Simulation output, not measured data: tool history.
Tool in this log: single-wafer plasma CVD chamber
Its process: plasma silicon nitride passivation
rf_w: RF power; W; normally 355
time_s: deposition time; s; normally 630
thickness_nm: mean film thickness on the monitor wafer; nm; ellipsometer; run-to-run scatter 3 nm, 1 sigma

run    hour  rf_w  time_s  wafers since the last listed run  hours since the last RF generator calibration  hours since the showerhead was replaced  hours since the gauge calibration  read-back reference wafer on the same gauge, thickness_nm  thickness_nm
  1       0   310     699                                 0                                         1989.2                                   2938.9                              330.4                                                    837.717       871.679
  2    12.6   310     699                                54                                         2001.8                                   2951.5                                343                                                    836.975       877.291
  3    33.5   405     556                                91                                         2022.7                                   2972.4                              363.9                                                    835.328       779.656
  4    52.4   390     593                                82                                         2041.6                                   2991.3                              382.8                                                     836.99       819.069
  5    75.8   390     593                               101                                           2065                                   3014.7                              406.2                                                    837.063       820.302
  6    88.1   390     630                                53                                         2077.3                                     3027                              418.5                                                    837.573        869.23
  7   116.7   390     630                               124                                         2105.9                                   3055.6                              447.1                                                    837.678       873.004
  8   135.6   355     630                                82                                         2124.8                                   3074.5                                466                                                    836.711       836.822
  9   150.6   355     630                                65                                         2139.8                                   3089.5                                481                                                    837.091        833.61
 10   165.4   355     630                                64                                         2154.6                                   3104.3                              495.8                                                    837.075       837.647
 11   191.2   355     630                               112                                         2180.4                                   3130.1                              521.6                                                    836.332       837.283
 12   215.8   355     552                               107                                           2205                                   3154.7                              546.2                                                    837.054       731.618
 13   228.3   355     552                                54                                         2217.5                                   3167.2                              558.7                                                    837.424       726.636
      254.2  -- gauge calibrated
 14   263.4   355     709                               152                                         2252.6                                   3202.3                                9.2                                                    836.493       934.799
 15   290.7   355     709                               118                                         2279.9                                   3229.6                               36.5                                                    836.783       930.954
 16   318.6   355     709                               121                                         2307.8                                   3257.5                               64.4                                                    836.503       934.924
 17   343.4   355     630                               108                                         2332.6                                   3282.3                               89.2                                                    836.049       831.141
 18   370.8   355     630                               119                                           2360                                   3309.7                              116.6                                                    837.477       831.497
 19   405.6   355     630                               151                                         2394.8                                   3344.5                              151.4                                                    836.469       829.946
 20   434.4   355     630                               125                                         2423.6                                   3373.3                              180.2                                                    837.086       827.649
 21   452.3   355     630                                78                                         2441.5                                   3391.2                              198.1                                                    836.466       824.637
 22   475.4   355     630                               100                                         2464.6                                   3414.3                              221.2                                                    837.364       829.069
 23   489.4   380     754                                61                                         2478.6                                   3428.3                              235.2                                                    837.074      1011.177
      499.3  -- RF generator calibrated
 24   515.4   355     630                                78                                           16.1                                   3454.3                              261.2                                                    837.308       863.255
 25   540.1   295     528                               107                                           40.8                                     3479                              285.9                                                    837.492       669.113
 26   563.3   405     567                               101                                             64                                   3502.2                              309.1                                                    838.972       820.445
 27   598.9   355     738                               155                                           99.6                                   3537.8                              344.7                                                    836.935      1008.169
 28   688.4   335     526                               390                                          189.1                                   3627.3                              434.2                                                    836.962       694.502
 29     723   290     735                               150                                          223.7                                   3661.9                              468.8                                                     836.85       918.313
 30   738.5   405     717                                67                                          239.2                                   3677.4                              484.3                                                    836.621      1035.759
      834.5  -- gauge calibrated
 31   836.9   310     699                               428                                          337.6                                   3775.8                                2.4                                                    837.478       898.946
 32   850.3   355     533                                58                                            351                                   3789.2                               15.8                                                    836.484        726.91
 33   871.3   380     548                                91                                            372                                   3810.2                               36.8                                                    836.789       767.342
        891  -- showerhead replaced
 34   891.5   305     630                                53                                          392.2                                      0.5                                 57                                                     836.25       802.163
 35     922   390     630                               132                                          422.7                                       31                               87.5                                                    837.774       894.483
 36     936   355     630                                61                                          436.7                                       45                              101.5                                                    836.757       859.166
 37     958   395     514                                95                                          458.7                                       67                              123.5                                                    838.219       734.185
 38   987.7   425     558                               129                                          488.4                                     96.7                              153.2                                                    835.969        817.75
 39  1003.7   390     550                                69                                          504.4                                    112.7                              169.2                                                    835.028       776.448
 40  1039.4   395     533                               155                                          540.1                                    148.4                              204.9                                                    837.574       752.464
 41  1074.9   355     538                               154                                          575.6                                    183.9                              240.4                                                    836.723        730.99
 42    1087   355     715                                52                                          587.7                                      196                              252.5                                                    836.771       975.151
 43  1116.2   330     711                               127                                          616.9                                    225.2                              281.7                                                    838.209       931.055
 44  1138.5   390     550                                97                                          639.2                                    247.5                                304                                                    836.463       774.362

For some of the steps in thickness_nm from one run to the next: how much would appear even if the tool had no hidden state, given the settings, what came in and random variation, and how much remains for the hidden state plus any gauge scatter that the measured result and the result without hidden state don't share?
What the log doesn't record here: delivered RF power above the setpoint (%); gauge reads high (%).
Run 13 -> 14: time_s 552 -> 709, gauge calibrated. thickness_nm +208.163 nm: hidden state -8.897, all else +217.06.
Run 22 -> 23: rf_w 355 -> 380, time_s 630 -> 754. thickness_nm +182.108 nm: hidden state -8.34, all else +190.448.
Run 23 -> 24: rf_w 380 -> 355, time_s 754 -> 630, RF generator calibrated. thickness_nm -147.922 nm: hidden state +42.21, all else -190.132.
Run 27 -> 28: rf_w 355 -> 335, time_s 738 -> 526. thickness_nm -313.667 nm: hidden state +0.504, all else -314.171.
Run 28 -> 29: rf_w 335 -> 290, time_s 526 -> 735. thickness_nm +223.811 nm: hidden state -1.845, all else +225.656.
Run 41 -> 42: time_s 538 -> 715. thickness_nm +244.161 nm: hidden state -3.143, all else +247.304.
